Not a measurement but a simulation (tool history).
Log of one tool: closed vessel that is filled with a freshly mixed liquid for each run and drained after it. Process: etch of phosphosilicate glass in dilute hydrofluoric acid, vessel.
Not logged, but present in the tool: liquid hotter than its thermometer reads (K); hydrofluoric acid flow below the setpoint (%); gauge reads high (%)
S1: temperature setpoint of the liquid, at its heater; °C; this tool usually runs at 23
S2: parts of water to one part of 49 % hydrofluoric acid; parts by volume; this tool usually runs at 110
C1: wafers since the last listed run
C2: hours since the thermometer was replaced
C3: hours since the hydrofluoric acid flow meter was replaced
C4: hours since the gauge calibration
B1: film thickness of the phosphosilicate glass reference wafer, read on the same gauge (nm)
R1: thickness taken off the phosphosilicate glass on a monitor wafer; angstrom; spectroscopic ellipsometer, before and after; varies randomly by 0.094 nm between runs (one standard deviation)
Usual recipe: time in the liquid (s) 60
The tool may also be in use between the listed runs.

run 1 day=0 | S1=23 S2=110 time_in_the_liquid_(s)=60 | C1=0 C2=1973.9 C3=1629.5 C4=12.8 | B1=119.99 | R1=330.1
run 2 day=0.746 | S1=23 S2=110 time_in_the_liquid_(s)=60 | C1=2320 C2=1991.8 C3=1647.4 C4=30.7 | B1=119.99 | R1=330.8
run 3 day=1.6 | S1=26.5 S2=110 time_in_the_liquid_(s)=60 | C1=2657 C2=2012.3 C3=1667.9 C4=51.2 | B1=119.98 | R1=381.2
run 4 day=2.346 | S1=23 S2=110 time_in_the_liquid_(s)=60 | C1=2320 C2=2030.2 C3=1685.8 C4=69.1 | B1=120.04 | R1=334.5
run 5 day=3.642 | S1=23 S2=110 time_in_the_liquid_(s)=60 | C1=4031 C2=2061.3 C3=1716.9 C4=100.2 | B1=120.02 | R1=332.9
run 6 day=4.338 | S1=23 S2=110 time_in_the_liquid_(s)=60 | C1=2164 C2=2078 C3=1733.6 C4=116.9 | B1=120 | R1=332.5
run 7 day=5.592 | S1=23 S2=110 time_in_the_liquid_(s)=60 | C1=3901 C2=2108.1 C3=1763.7 C4=147 | B1=120.01 | R1=335.8
run 8 day=7.033 | S1=23 S2=110 time_in_the_liquid_(s)=60 | C1=4485 C2=2142.7 C3=1798.3 C4=181.6 | B1=120 | R1=334.1
run 9 day=8.054 | S1=23 S2=110 time_in_the_liquid_(s)=60 | C1=3175 C2=2167.2 C3=1822.8 C4=206.1 | B1=120.02 | R1=333.3
run 10 day=8.617 | S1=25.5 S2=110 time_in_the_liquid_(s)=60 | C1=1750 C2=2180.7 C3=1836.3 C4=219.6 | B1=120.05 | R1=367.8
run 11 day=9.712 | S1=25.5 S2=110 time_in_the_liquid_(s)=60 | C1=3409 C2=2207 C3=1862.6 C4=245.9 | B1=120.01 | R1=368
run 12 day=10.871 | S1=21 S2=110 time_in_the_liquid_(s)=60 | C1=3603 C2=2234.8 C3=1890.4 C4=273.7 | B1=119.99 | R1=309.3
run 13 day=11.871 | S1=21 S2=110 time_in_the_liquid_(s)=60 | C1=3111 C2=2258.8 C3=1914.4 C4=297.7 | B1=120.03 | R1=310.4
-- day=12.454 hydrofluoric acid flow meter replaced
run 14 day=12.562 | S1=26 S2=110 time_in_the_liquid_(s)=45 | C1=2022 C2=2275.4 C3=2.6 C4=314.3 | B1=119.98 | R1=281.2
run 15 day=13.904 | S1=23 S2=160 time_in_the_liquid_(s)=60 | C1=4174 C2=2307.6 C3=34.8 C4=346.5 | B1=120.01 | R1=216.2
run 16 day=14.679 | S1=19.5 S2=90 time_in_the_liquid_(s)=60 | C1=2411 C2=2326.2 C3=53.4 C4=365.1 | B1=119.98 | R1=363.8
run 17 day=15.633 | S1=23 S2=110 time_in_the_liquid_(s)=60 | C1=2968 C2=2349.1 C3=76.3 C4=388 | B1=119.99 | R1=336
-- day=16.221 thermometer replaced
run 18 day=16.704 | S1=23 S2=110 time_in_the_liquid_(s)=60 | C1=3201 C2=11.6 C3=102 C4=413.7 | B1=119.99 | R1=309
run 19 day=17.829 | S1=23 S2=110 time_in_the_liquid_(s)=30 | C1=3500 C2=38.6 C3=129 C4=440.7 | B1=119.99 | R1=154.1
-- day=18.867 gauge calibrated
run 20 day=19.129 | S1=21.5 S2=110 time_in_the_liquid_(s)=85 | C1=4044 C2=69.8 C3=160.2 C4=6.3 | B1=119.98 | R1=412.7
run 21 day=19.742 | S1=18.5 S2=110 time_in_the_liquid_(s)=85 | C1=1905 C2=84.5 C3=174.9 C4=21 | B1=119.99 | R1=367
run 22 day=20.971 | S1=20.5 S2=80 time_in_the_liquid_(s)=80 | C1=3824 C2=114 C3=204.4 C4=50.5 | B1=119.96 | R1=532.5
run 23 day=22.258 | S1=23 S2=110 time_in_the_liquid_(s)=60 | C1=4005 C2=144.9 C3=235.3 C4=81.4 | B1=120.02 | R1=311.5
run 24 day=23.083 | S1=23 S2=85 time_in_the_liquid_(s)=40 | C1=2566 C2=164.7 C3=255.1 C4=101.2 | B1=120.01 | R1=276.1
run 25 day=24.271 | S1=25.5 S2=110 time_in_the_liquid_(s)=60 | C1=3694 C2=193.2 C3=283.6 C4=129.7 | B1=120.01 | R1=342.7
run 26 day=25.633 | S1=23 S2=110 time_in_the_liquid_(s)=40 | C1=4238 C2=225.9 C3=316.3 C4=162.4 | B1=120.01 | R1=207.8
run 27 day=26.842 | S1=23 S2=110 time_in_the_liquid_(s)=60 | C1=3759 C2=254.9 C3=345.3 C4=191.4 | B1=119.95 | R1=309.9

Here are 4 independent what-if runs from the current tool condition. What would each one return?
run A day=26.871 | S1=25 S2=110 time_in_the_liquid_(s)=60 | C1=90 C2=255.6 C3=346 C4=192.1 | B1=? | R1=?
run B day=26.871 | S1=26 S2=80 time_in_the_liquid_(s)=80 | C1=90 C2=255.6 C3=346 C4=192.1 | B1=? | R1=?
run C day=26.871 | S1=23 S2=110 time_in_the_liquid_(s)=85 | C1=90 C2=255.6 C3=346 C4=192.1 | B1=? | R1=?
run D day=26.871 | S1=23 S2=125 time_in_the_liquid_(s)=85 | C1=90 C2=255.6 C3=346 C4=192.1 | B1=? | R1=?

run=A B1=119.98 R1=337.6
run=B B1=119.98 R1=669.1
run=C B1=119.98 R1=442.2
run=D B1=119.98 R1=382.3
Without the tool's unlogged condition, the same runs would have read:
run=A R1=334.2
run=B R1=662.3
run=C R1=437.7
run=D R1=378.5
